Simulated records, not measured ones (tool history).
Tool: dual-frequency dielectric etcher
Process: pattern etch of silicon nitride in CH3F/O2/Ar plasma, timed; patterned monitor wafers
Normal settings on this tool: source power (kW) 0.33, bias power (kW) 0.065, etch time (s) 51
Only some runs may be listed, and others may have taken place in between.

| run | day | source power (kW) | bias power (kW) | etch time (s) | wafers since the last listed run | hours since the last wet clean | hours since the last source power generator calibration | hours since the last bias power generator calibration | hours since the last upper electrode change | hours since the gauge calibration | read-back reference wafer on the same gauge, depth_nm | mean etch depth across the wafer (nm) |
|---|---|---|---|---|---|---|---|---|---|---|---|---|
| 1 | 0 | 0.33 | 0.065 | 51 | 0 | 275.8 | 2382.9 | 1501.9 | 1941.7 | 55.1 | 36.7 | 30.36 |
| 2 | 0.317 | 0.33 | 0.065 | 51 | 114 | 283.4 | 2390.5 | 1509.5 | 1949.3 | 62.7 | 36.66 | 30.54 |
| 3 | 0.804 | 0.33 | 0.071 | 55.5 | 176 | 295.1 | 2402.2 | 1521.2 | 1961 | 74.4 | 36.68 | 34.14 |
| 4 | 1.388 | 0.38 | 0.065 | 47 | 210 | 309.1 | 2416.2 | 1535.2 | 1975 | 88.4 | 36.64 | 29.79 |
| 5 | 2.108 | 0.33 | 0.065 | 51 | 260 | 326.4 | 2433.5 | 1552.5 | 1992.3 | 105.7 | 36.69 | 29.95 |
| 6 | 2.825 | 0.33 | 0.065 | 51 | 258 | 343.6 | 2450.7 | 1569.7 | 2009.5 | 122.9 | 36.66 | 30.12 |
| 7 | 3.292 | 0.33 | 0.065 | 51 | 168 | 354.8 | 2461.9 | 1580.9 | 2020.7 | 134.1 | 36.72 | 30.16 |
| 8 | 3.721 | 0.33 | 0.065 | 51 | 154 | 365.1 | 2472.2 | 1591.2 | 2031 | 144.4 | 36.76 | 30.04 |
| 9 | 3.971 | 0.33 | 0.057 | 51 | 90 | 371.1 | 2478.2 | 1597.2 | 2037 | 150.4 | 36.7 | 28.69 |
| 10 | 4.408 | 0.33 | 0.065 | 45 | 157 | 381.6 | 2488.7 | 1607.7 | 2047.5 | 160.9 | 36.75 | 26.36 |
| 11 | 5.046 | 0.3 | 0.065 | 51 | 230 | 396.9 | 2504 | 1623 | 2062.8 | 176.2 | 36.7 | 28.61 |
|  | 5.517 | bias power generator calibrated |
|  | 5.675 | source power generator calibrated |
|  | 6.608 | wet clean of the chamber |
|  | 7.25 | upper electrode replaced |
| 12 | 7.271 | 0.3 | 0.065 | 51 | 116 | 15.9 | 38.3 | 42.1 | 0.5 | 229.6 | 36.67 | 31.78 |
| 13 | 7.288 | 0.33 | 0.065 | 51 | 6 | 16.3 | 38.7 | 42.5 | 0.9 | 230 | 36.68 | 33.4 |
| 14 | 7.958 | 0.39 | 0.054 | 51 | 242 | 32.4 | 54.8 | 58.6 | 17 | 246.1 | 36.71 | 34.09 |
| 15 | 8.254 | 0.33 | 0.065 | 51 | 106 | 39.5 | 61.9 | 65.7 | 24.1 | 253.2 | 36.7 | 33.32 |
|  | 9.696 | wet clean of the chamber, repeated, since the last time left the tool worse |
| 16 | 9.717 | 0.39 | 0.052 | 59 | 166 | 0.5 | 97 | 100.8 | 59.2 | 288.3 | 36.7 | 36.1 |
| 17 | 9.729 | 0.28 | 0.071 | 55 | 4 | 0.8 | 97.3 | 101.1 | 59.5 | 288.6 | 36.73 | 32.14 |
| 18 | 9.742 | 0.36 | 0.074 | 38 | 4 | 1.1 | 97.6 | 101.4 | 59.8 | 288.9 | 36.71 | 24.61 |
| 19 | 9.954 | 0.33 | 0.065 | 51 | 76 | 6.2 | 102.7 | 106.5 | 64.9 | 294 | 36.73 | 31.03 |
| 20 | 10.588 | 0.27 | 0.065 | 51 | 228 | 21.4 | 117.9 | 121.7 | 80.1 | 309.2 | 36.7 | 28.25 |
| 21 | 11.317 | 0.33 | 0.076 | 51 | 263 | 38.9 | 135.4 | 139.2 | 97.6 | 326.7 | 36.77 | 32.18 |
|  | 11.538 | gauge calibrated |
| 22 | 11.667 | 0.33 | 0.065 | 59 | 126 | 47.3 | 143.8 | 147.6 | 106 | 3.1 | 36.7 | 35.29 |
| 23 | 12.267 | 0.33 | 0.065 | 51 | 216 | 61.7 | 158.2 | 162 | 120.4 | 17.5 | 36.7 | 30.75 |
| 24 | 12.575 | 0.39 | 0.052 | 59 | 111 | 69.1 | 165.6 | 169.4 | 127.8 | 24.9 | 36.65 | 35.74 |
| 25 | 13.004 | 0.29 | 0.059 | 35.5 | 154 | 79.4 | 175.9 | 179.7 | 138.1 | 35.2 | 36.69 | 19.55 |
| 26 | 14.867 | 0.38 | 0.077 | 51 | 672 | 124.1 | 220.6 | 224.4 | 182.8 | 79.9 | 36.67 | 33.76 |

3 options for the next run, each taken on its own from the tool as it stands now. Forecast them:
| A | 14.883 | 0.33 | 0.074 | 51 | 6 | 124.5 | 221 | 224.8 | 183.2 | 80.3 | ? | ? |
| B | 14.883 | 0.3 | 0.072 | 57.5 | 6 | 124.5 | 221 | 224.8 | 183.2 | 80.3 | ? | ? |
| C | 14.883 | 0.36 | 0.065 | 61.5 | 6 | 124.5 | 221 | 224.8 | 183.2 | 80.3 | ? | ? |

| run | read-back reference wafer on the same gauge, depth_nm | mean etch depth across the wafer (nm) |
|---|---|---|
| A | 36.72 | 31.59 |
| B | 36.72 | 33.9 |
| C | 36.72 | 38 |
Without the tool's unlogged condition, the same runs would have read:
| run | mean etch depth across the wafer (nm) |
|---|---|
| A | 32.29 |
| B | 34.65 |
| C | 38.84 |
